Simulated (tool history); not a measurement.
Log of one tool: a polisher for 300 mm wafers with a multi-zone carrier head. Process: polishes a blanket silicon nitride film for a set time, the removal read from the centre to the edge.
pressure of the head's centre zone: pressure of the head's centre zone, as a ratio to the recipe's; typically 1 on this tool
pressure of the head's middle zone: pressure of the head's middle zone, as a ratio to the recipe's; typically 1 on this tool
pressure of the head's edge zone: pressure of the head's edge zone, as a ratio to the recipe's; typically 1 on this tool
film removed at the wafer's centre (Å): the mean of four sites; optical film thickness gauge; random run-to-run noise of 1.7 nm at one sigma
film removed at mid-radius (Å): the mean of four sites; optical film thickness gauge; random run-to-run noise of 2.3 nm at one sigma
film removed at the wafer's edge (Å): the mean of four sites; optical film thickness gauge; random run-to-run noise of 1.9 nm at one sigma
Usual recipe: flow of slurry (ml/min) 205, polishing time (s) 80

run,day,flow of slurry (ml/min),pressure of the head's centre zone,pressure of the head's middle zone,pressure of the head's edge zone,polishing time (s),"incoming thickness of the incoming film, nm",film removed at the wafer's centre (Å),film removed at mid-radius (Å),film removed at the wafer's edge (Å)
1,0,185,1,1,1,80,866.5,1410,1480,1489
# day 2.167: slurry nozzle cleaned
2,2.742,205,0.97,0.88,1,80,888.2,1519,1432,1570
# day 3.842: edge zone pressure recalibrated
3,5.033,150,1,1.05,1.11,66,893.9,1206,1259,1274
4,6.508,205,1.09,1.1,1.03,102,877,2120,2120,1993
5,9.721,205,1,1,1,80,883.2,1517,1551,1498
6,11.442,205,1,1,1,80,892.6,1492,1506,1527
# day 13.029: worn pad replaced by a new one
7,14.054,225,1.11,1,1,80,882.7,1621,1541,1561
# day 14.542: centre zone pressure recalibrated
8,15.388,205,1,1,0.89,61,894.4,1127,1152,1118
# day 16.188: carrier head's membrane replaced by a new one
9,17.792,205,1,1,1,80,878,1517,1497,1513
# day 18.304: slurry nozzle cleaned
10,19.783,170,0.95,1,1.08,80,878.7,1443,1509,1556
11,21.925,205,0.91,1,1,65,876.4,1150,1253,1236
12,23.858,205,1,1,1,80,897,1540,1535,1539
13,26.262,205,1.07,1,1.12,107,877.8,2141,2027,2164
14,27.562,205,1.03,1,1,80,883.6,1517,1551,1531
15,28.642,205,0.97,0.92,1,80,876.8,1426,1382,1502
# day 29.688: worn pad replaced by a new one
16,30.438,205,0.91,1,1,65,895.8,1111,1219,1213
# day 30.633: centre zone pressure recalibrated
17,33.154,175,1.07,0.9,1,96,887.1,1855,1593,1790
# day 33.838: slurry nozzle cleaned
18,35.175,245,0.89,1.11,0.94,80,877.6,1425,1736,1541
19,36.983,205,1.07,1.1,1,99,876.3,1987,2041,1859
20,38.825,205,1,1,1,80,869.6,1515,1533,1518
# day 40.3: edge zone pressure recalibrated
21,40.321,205,1,1,1,69,890.5,1298,1314,1324
22,42.067,205,1,1,1,80,872.5,1483,1505,1509

4 ways to go on from here, each from the tool as it stands after run 22. What would each give?
A,42.083,205,1,1,1,80,867.9,?,?,?
B,42.083,205,1,1.08,1.09,80,867.9,?,?,?
C,42.083,205,0.97,1,0.97,80,867.9,?,?,?
D,42.083,205,1.07,1,1,80,867.9,?,?,?

run,film removed at the wafer's centre (Å),film removed at mid-radius (Å),film removed at the wafer's edge (Å)
A,1493,1487,1509
B,1494,1587,1572
C,1454,1487,1487
D,1584,1486,1509
With no hidden state in the tool, these same runs would have given:
run,film removed at the wafer's centre (Å),film removed at mid-radius (Å),film removed at the wafer's edge (Å)
A,1553,1539,1548
B,1554,1643,1613
C,1512,1540,1526
D,1647,1539,1548

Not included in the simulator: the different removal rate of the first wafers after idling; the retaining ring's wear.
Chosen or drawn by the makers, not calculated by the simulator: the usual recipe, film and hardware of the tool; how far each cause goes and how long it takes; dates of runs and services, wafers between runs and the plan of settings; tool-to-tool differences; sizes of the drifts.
